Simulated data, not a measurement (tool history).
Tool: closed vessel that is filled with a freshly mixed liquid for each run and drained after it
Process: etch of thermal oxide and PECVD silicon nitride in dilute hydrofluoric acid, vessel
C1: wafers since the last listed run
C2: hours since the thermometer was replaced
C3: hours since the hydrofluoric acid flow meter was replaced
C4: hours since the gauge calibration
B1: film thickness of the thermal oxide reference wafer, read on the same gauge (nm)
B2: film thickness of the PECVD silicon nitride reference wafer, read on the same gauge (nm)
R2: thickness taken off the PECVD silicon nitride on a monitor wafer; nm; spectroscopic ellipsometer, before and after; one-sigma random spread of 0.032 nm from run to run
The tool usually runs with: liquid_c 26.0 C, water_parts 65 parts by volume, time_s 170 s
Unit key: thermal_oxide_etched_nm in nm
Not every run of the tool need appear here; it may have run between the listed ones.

Run 1, hour 0.0: usual settings but liquid_c 28.0 C, time_s 225 s; C1 0; C2 2557.9; C3 484.1; C4 677.5; B1 139.95; B2 79.99. Result: thermal_oxide_etched_nm 21.07 nm, R2 7.95 nm.
Run 2, hour 98.0: usual settings but liquid_c 22.5 C; C1 9496; C2 2655.9; C3 582.1; C4 775.5; B1 140.01; B2 80.02. Result: thermal_oxide_etched_nm 12.72 nm, R2 4.22 nm.
Run 3, hour 205.2: usual settings but liquid_c 22.5 C; C1 10388; C2 2763.1; C3 689.3; C4 882.7; B1 140.03; B2 79.95. Result: thermal_oxide_etched_nm 12.96 nm, R2 4.26 nm.
Run 4, hour 281.3: usual settings; C1 7374; C2 2839.2; C3 765.4; C4 958.8; B1 140.02; B2 80.01. Result: thermal_oxide_etched_nm 15.07 nm, R2 5.39 nm.
Run 5, hour 330.9: usual settings; C1 4806; C2 2888.8; C3 815.0; C4 1008.4; B1 140.02; B2 80.02. Result: thermal_oxide_etched_nm 14.82 nm, R2 5.30 nm.
Run 6, hour 398.2: usual settings; C1 6521; C2 2956.1; C3 882.3; C4 1075.7; B1 139.99; B2 80.00. Result: thermal_oxide_etched_nm 15.11 nm, R2 5.37 nm.
Run 7, hour 451.1: usual settings; C1 5126; C2 3009.0; C3 935.2; C4 1128.6; B1 140.04; B2 79.97. Result: thermal_oxide_etched_nm 14.87 nm, R2 5.38 nm.
Run 8, hour 557.9: usual settings; C1 10349; C2 3115.8; C3 1042.0; C4 1235.4; B1 140.03; B2 79.97. Result: thermal_oxide_etched_nm 15.02 nm, R2 5.41 nm.
Run 9, hour 663.1: usual settings; C1 10194; C2 3221.0; C3 1147.2; C4 1340.6; B1 139.95; B2 79.99. Result: thermal_oxide_etched_nm 15.05 nm, R2 5.44 nm.
At hour 678.2: thermometer replaced.
At hour 705.9: hydrofluoric acid flow meter replaced.
Run 10, hour 758.1: usual settings; C1 9012; C2 79.9; C3 52.2; C4 1435.6; B1 139.96; B2 80.01. Result: thermal_oxide_etched_nm 15.63 nm, R2 5.78 nm.
Run 11, hour 826.5: usual settings but time_s 210 s; C1 6628; C2 148.3; C3 120.6; C4 1504.0; B1 140.01; B2 79.99. Result: thermal_oxide_etched_nm 19.21 nm, R2 7.19 nm.
Run 12, hour 918.6: usual settings but time_s 205 s; C1 8924; C2 240.4; C3 212.7; C4 1596.1; B1 140.00; B2 80.00. Result: thermal_oxide_etched_nm 19.04 nm, R2 7.01 nm.
At hour 980.8: thermometer replaced, repeated, since the last time left the tool worse.
Run 13, hour 985.5: usual settings but liquid_c 22.0 C; C1 6386; C2 4.7; C3 279.6; C4 1663.0; B1 140.01; B2 79.99. Result: thermal_oxide_etched_nm 11.68 nm, R2 3.67 nm.
Run 14, hour 1078.3: usual settings; C1 8992; C2 97.5; C3 372.4; C4 1755.8; B1 139.96; B2 79.98. Result: thermal_oxide_etched_nm 13.75 nm, R2 4.75 nm.
Run 15, hour 1128.4: usual settings but water_parts 90 parts by volume, time_s 255 s; C1 4854; C2 147.6; C3 422.5; C4 1805.9; B1 140.05; B2 80.02. Result: thermal_oxide_etched_nm 14.71 nm, R2 5.28 nm.
At hour 1137.4: gauge calibrated.
Run 16, hour 1164.8: usual settings but liquid_c 24.0 C, water_parts 45 parts by volume, time_s 145 s; C1 3527; C2 184.0; C3 458.9; C4 27.4; B1 140.00; B2 80.02. Result: thermal_oxide_etched_nm 16.12 nm, R2 5.09 nm.
Run 17, hour 1271.4: usual settings; C1 10330; C2 290.6; C3 565.5; C4 134.0; B1 140.02; B2 80.01. Result: thermal_oxide_etched_nm 13.85 nm, R2 4.81 nm.
Run 18, hour 1355.1: usual settings; C1 8110; C2 374.3; C3 649.2; C4 217.7; B1 139.96; B2 80.03. Result: thermal_oxide_etched_nm 13.92 nm, R2 4.81 nm.
Run 19, hour 1436.8: usual settings but liquid_c 28.0 C, water_parts 50 parts by volume, time_s 80 s; C1 7917; C2 456.0; C3 730.9; C4 299.4; B1 140.07; B2 80.02. Result: thermal_oxide_etched_nm 9.54 nm, R2 3.40 nm.
Run 20, hour 1537.4: usual settings; C1 9748; C2 556.6; C3 831.5; C4 400.0; B1 139.98; B2 79.99. Result: thermal_oxide_etched_nm 13.98 nm, R2 4.85 nm.
Run 21, hour 1640.7: usual settings but liquid_c 23.5 C, water_parts 90 parts by volume; C1 10010; C2 659.9; C3 934.8; C4 503.3; B1 140.01; B2 80.00. Result: thermal_oxide_etched_nm 8.87 nm, R2 2.99 nm.
Run 22, hour 1687.6: usual settings but liquid_c 24.5 C, water_parts 90 parts by volume, time_s 120 s; C1 4544; C2 706.8; C3 981.7; C4 550.2; B1 140.02; B2 80.02. Result: thermal_oxide_etched_nm 6.57 nm, R2 2.28 nm.

4 ways to go on from here, each from the tool as it stands after run 22. What would each give?
Run A, hour 1688.3: usual settings; C1 67; C2 707.5; C3 982.4; C4 550.9; B1 ?; B2 ?. Result: thermal_oxide_etched_nm ?, R2 ?.
Run B, hour 1688.3: usual settings but liquid_c 21.0 C; C1 67; C2 707.5; C3 982.4; C4 550.9; B1 ?; B2 ?. Result: thermal_oxide_etched_nm ?, R2 ?.
Run C, hour 1688.3: usual settings but liquid_c 23.0 C, water_parts 80 parts by volume; C1 67; C2 707.5; C3 982.4; C4 550.9; B1 ?; B2 ?. Result: thermal_oxide_etched_nm ?, R2 ?.
Run D, hour 1688.3: usual settings but liquid_c 31.0 C, water_parts 50 parts by volume, time_s 70 s; C1 67; C2 707.5; C3 982.4; C4 550.9; B1 ?; B2 ?. Result: thermal_oxide_etched_nm ?, R2 ?.

run      B1     B2  thermal_oxide_etched_nm    R2
  A  140.00  80.02                    14.07  4.91
  B  140.00  80.02                    11.48  3.51
  C  140.00  80.02                     9.93  3.28
  D  140.00  80.02                     9.37  3.62
Stripped of hidden state, with their random variation kept, the same runs would have yielded:
run  thermal_oxide_etched_nm    R2
  A                    13.78  4.74
  B                    11.23  3.39
  C                     9.73  3.17
  D                     9.18  3.50

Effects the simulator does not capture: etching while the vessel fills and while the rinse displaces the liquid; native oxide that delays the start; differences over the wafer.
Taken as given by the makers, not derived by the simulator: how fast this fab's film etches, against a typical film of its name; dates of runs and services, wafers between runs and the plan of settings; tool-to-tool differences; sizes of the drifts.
